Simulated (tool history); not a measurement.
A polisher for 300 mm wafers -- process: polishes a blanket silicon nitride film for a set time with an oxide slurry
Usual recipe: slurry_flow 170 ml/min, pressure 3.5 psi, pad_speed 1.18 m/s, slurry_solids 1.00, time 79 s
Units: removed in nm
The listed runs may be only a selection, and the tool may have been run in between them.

run,hour,slurry_flow,pressure,pad_speed,slurry_solids,time,wafers since the last listed run,wafers polished on this pad,hours since the slurry nozzle was cleaned,hours since the head pressure was calibrated,hours since the slurry blender was calibrated,hours since the conditioning disc was replaced,"incoming thickness of the incoming film, nm",removed
1,0.0,135,3.5,1.18,1.00,65,0,2705,144.1,28.4,222.0,33.6,628.7,45.5
# hour 25.9: worn pad replaced by a new one
2,61.3,170,3.5,1.18,0.80,79,562,347,205.4,89.7,283.3,94.9,627.0,49.4
# hour 112.7: slurry blender recalibrated
3,124.3,170,3.5,1.18,0.80,79,598,946,268.4,152.7,11.6,157.9,624.5,49.3
4,195.6,170,3.5,1.18,0.80,79,700,1646,339.7,224.0,82.9,229.2,632.4,49.3
# hour 242.7: slurry nozzle cleaned
5,290.7,170,3.5,1.18,1.00,79,923,2570,48.0,319.1,178.0,324.3,621.9,54.5
6,357.9,170,3.5,1.18,1.00,79,659,3230,115.2,386.3,245.2,391.5,626.9,53.9
# hour 363.3: worn pad replaced by a new one
7,417.5,170,3.5,0.86,1.00,79,545,531,174.8,445.9,304.8,451.1,625.8,45.2
# hour 442.7: slurry blender recalibrated
# hour 452.5: conditioning disc replaced and pad reconditioned
8,480.2,170,3.5,0.86,1.00,79,576,1108,237.5,508.6,37.5,27.7,624.5,48.3
# hour 496.5: head pressure recalibrated
9,508.0,170,3.5,0.86,1.00,79,253,1361,265.3,11.5,65.3,55.5,635.1,47.9
10,559.8,170,3.5,1.18,1.00,79,508,1869,317.1,63.3,117.1,107.3,619.8,57.2
11,605.0,170,4.3,1.18,1.10,79,443,2313,362.3,108.5,162.3,152.5,630.5,73.8
# hour 693.1: slurry nozzle cleaned
# hour 717.9: worn pad replaced by a new one
12,734.4,170,3.5,1.18,1.00,79,1221,161,41.3,237.9,291.7,281.9,637.6,55.6
# hour 782.6: slurry blender recalibrated
13,800.8,170,3.5,1.18,1.00,79,632,794,107.7,304.3,18.2,348.3,638.4,55.0
14,838.4,170,3.5,1.18,1.00,79,369,1163,145.3,341.9,55.8,385.9,633.4,53.2
15,898.1,170,3.5,1.18,1.00,79,586,1749,205.0,401.6,115.5,445.6,643.0,53.6
16,970.0,170,3.9,1.18,0.90,101,705,2455,276.9,473.5,187.4,517.5,627.8,69.1
17,1040.4,170,3.5,1.18,1.00,79,691,3146,347.3,543.9,257.8,587.9,625.9,49.5
# hour 1047.0: worn pad replaced by a new one
# hour 1049.9: head pressure recalibrated
18,1085.0,205,3.5,1.18,1.15,79,378,353,391.9,35.1,302.4,632.5,630.6,54.5
# hour 1096.0: conditioning disc replaced and pad reconditioned
# hour 1104.3: slurry nozzle cleaned
# hour 1113.9: slurry blender recalibrated
19,1154.6,170,3.5,1.42,1.00,56,634,987,50.3,104.7,40.7,58.6,626.6,47.8
20,1208.0,140,3.5,0.86,0.90,57,524,1511,103.7,158.1,94.1,112.0,634.2,32.1
21,1262.6,170,3.5,1.06,1.00,79,536,2047,158.3,212.7,148.7,166.6,637.7,54.3
22,1306.0,130,3.5,1.50,1.00,92,426,2473,201.7,256.1,192.1,210.0,624.0,75.8
23,1356.8,170,3.5,1.18,1.00,79,498,2972,252.5,306.9,242.9,260.8,622.8,57.6
# hour 1374.6: worn pad replaced by a new one
24,1397.5,170,3.5,1.18,1.00,98,360,225,293.2,347.6,283.6,301.5,633.2,71.5
# hour 1440.9: slurry blender recalibrated
25,1466.8,150,3.5,1.46,1.20,59,660,885,362.5,416.9,25.9,370.8,630.2,51.0

Consider 4 possible next runs. They are alternatives, not a sequence: every one starts from the tool as it was left by run 25. What does each give?
A,1467.2,145,3.5,1.18,1.00,79,3,889,362.9,417.3,26.3,371.2,637.5,?
B,1467.2,140,2.6,1.08,0.70,79,3,889,362.9,417.3,26.3,371.2,637.5,?
C,1467.2,170,3.5,0.78,1.00,65,3,889,362.9,417.3,26.3,371.2,637.5,?
D,1467.2,145,2.4,1.18,1.00,93,3,889,362.9,417.3,26.3,371.2,637.5,?

run,removed
A,54.5
B,30.4
C,36.2
D,44.8
With the hidden condition removed and each run's random variation left untouched, the same runs would have given:
run,removed
A,58.2
B,31.9
C,38.0
D,47.0
